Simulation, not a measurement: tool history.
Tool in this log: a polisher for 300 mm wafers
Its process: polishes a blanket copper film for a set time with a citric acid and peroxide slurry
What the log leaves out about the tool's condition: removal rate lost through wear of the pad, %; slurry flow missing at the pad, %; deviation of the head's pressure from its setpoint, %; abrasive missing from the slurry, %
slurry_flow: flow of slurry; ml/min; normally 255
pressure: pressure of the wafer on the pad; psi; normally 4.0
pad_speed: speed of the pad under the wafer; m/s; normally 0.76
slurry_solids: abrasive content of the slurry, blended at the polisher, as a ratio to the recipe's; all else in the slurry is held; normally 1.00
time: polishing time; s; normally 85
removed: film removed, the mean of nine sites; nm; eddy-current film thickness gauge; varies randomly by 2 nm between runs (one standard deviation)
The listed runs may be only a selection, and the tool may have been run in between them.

run,hour,slurry_flow,pressure,pad_speed,slurry_solids,time,wafers since the last listed run,wafers polished on this pad,hours since the slurry nozzle was cleaned,hours since the head pressure was calibrated,hours since the slurry blender was calibrated,"incoming thickness of the incoming film, nm",removed
1,0.0,255,4.0,0.88,1.00,85,0,5519,237.6,235.8,133.9,641.8,191.7
# hour 22.3: worn pad replaced by a new one
2,57.7,315,4.4,0.76,1.00,85,600,395,295.3,293.5,191.6,638.4,209.6
3,109.4,315,4.4,0.76,1.00,85,577,973,347.0,345.2,243.3,629.6,206.8
4,156.3,255,4.0,0.76,1.00,85,524,1497,393.9,392.1,290.2,647.4,182.6
# hour 202.0: head pressure recalibrated
5,218.6,255,4.0,0.76,1.00,85,673,2170,456.2,16.6,352.5,630.1,175.7
# hour 244.4: slurry nozzle cleaned
6,280.5,255,4.0,0.76,1.00,85,680,2851,36.1,78.5,414.4,644.6,170.4
# hour 300.3: slurry blender recalibrated
7,344.6,255,4.0,0.76,1.00,72,693,3545,100.2,142.6,44.3,634.7,145.7
8,379.8,255,4.0,0.76,1.00,72,393,3938,135.4,177.8,79.5,649.3,146.4
9,443.9,255,4.0,0.76,1.00,72,716,4654,199.5,241.9,143.6,636.9,144.4
10,491.9,255,4.0,0.76,1.00,85,536,5191,247.5,289.9,191.6,641.8,168.2
# hour 499.1: worn pad replaced by a new one
11,539.5,255,4.0,1.00,1.25,85,487,451,295.1,337.5,239.2,647.7,245.0
12,572.2,255,4.0,1.00,1.00,85,365,817,327.8,370.2,271.9,646.0,233.7
13,634.1,255,4.0,0.66,0.75,85,691,1508,389.7,432.1,333.8,630.0,155.1
14,665.8,310,4.0,0.76,0.70,110,354,1863,421.4,463.8,365.5,636.6,222.0
15,700.1,320,4.0,0.76,1.20,98,383,2246,455.7,498.1,399.8,629.4,212.3
# hour 723.2: head pressure recalibrated
16,760.8,255,2.9,0.76,1.00,85,655,2902,516.4,37.6,460.5,647.6,126.6
# hour 764.8: slurry nozzle cleaned
17,805.1,255,4.0,0.76,1.10,85,483,3386,40.3,81.9,504.8,627.6,175.9
# hour 832.0: slurry blender recalibrated
18,856.2,255,4.4,0.66,0.90,71,548,3934,91.4,133.0,24.2,639.2,135.4
19,905.0,255,4.0,0.76,1.00,75,545,4480,140.2,181.8,73.0,643.5,152.5
20,971.2,325,4.0,0.76,1.15,107,739,5219,206.4,248.0,139.2,635.2,225.4
# hour 996.5: worn pad replaced by a new one
21,1039.8,255,4.0,0.66,1.00,104,721,484,275.0,316.6,207.8,638.3,202.2
# hour 1174.1: head pressure recalibrated
# hour 1214.4: slurry nozzle cleaned
22,1251.8,255,4.0,0.76,1.10,85,2335,2819,37.4,77.7,419.8,647.2,176.3
23,1293.9,255,4.8,0.60,1.00,85,470,3290,79.5,119.8,461.9,638.4,169.7
# hour 1301.5: slurry blender recalibrated
24,1353.8,255,4.0,0.76,1.00,85,646,3937,139.4,179.7,52.3,647.0,170.5
25,1414.2,255,4.0,0.76,1.00,85,674,4612,199.8,240.1,112.7,642.4,170.5
26,1447.7,255,2.7,0.76,1.00,85,374,4986,233.3,273.6,146.2,647.4,112.8
# hour 1494.4: worn pad replaced by a new one
# hour 1635.5: head pressure recalibrated
27,1646.3,215,4.0,1.00,1.30,104,2152,1675,431.9,10.8,344.8,629.6,274.2
28,1713.1,255,2.9,0.76,1.00,85,746,2421,498.7,77.6,411.6,640.7,129.5
# hour 1768.5: slurry nozzle cleaned
# hour 1806.1: slurry blender recalibrated
29,1826.7,255,4.0,0.76,1.00,85,1235,3657,58.2,191.2,20.6,641.0,173.9
30,1870.3,255,4.0,0.58,1.20,85,487,4144,101.8,234.8,64.2,640.8,139.7

Each row is a separate what-if for the run after 30, all from the same tool condition, not one after another. Results?
A,1870.7,255,3.4,0.76,1.00,85,4,4149,102.2,235.2,64.6,631.3,?
B,1870.7,255,4.7,0.76,1.00,85,4,4149,102.2,235.2,64.6,631.3,?
C,1870.7,305,3.0,0.94,1.00,66,4,4149,102.2,235.2,64.6,631.3,?
D,1870.7,335,5.2,0.76,1.00,61,4,4149,102.2,235.2,64.6,631.3,?

run,removed
A,145.0
B,198.8
C,120.3
D,160.8
Without the tool's unlogged condition, the same runs would have read:
run,removed
A,164.1
B,225.1
C,136.2
D,182.0

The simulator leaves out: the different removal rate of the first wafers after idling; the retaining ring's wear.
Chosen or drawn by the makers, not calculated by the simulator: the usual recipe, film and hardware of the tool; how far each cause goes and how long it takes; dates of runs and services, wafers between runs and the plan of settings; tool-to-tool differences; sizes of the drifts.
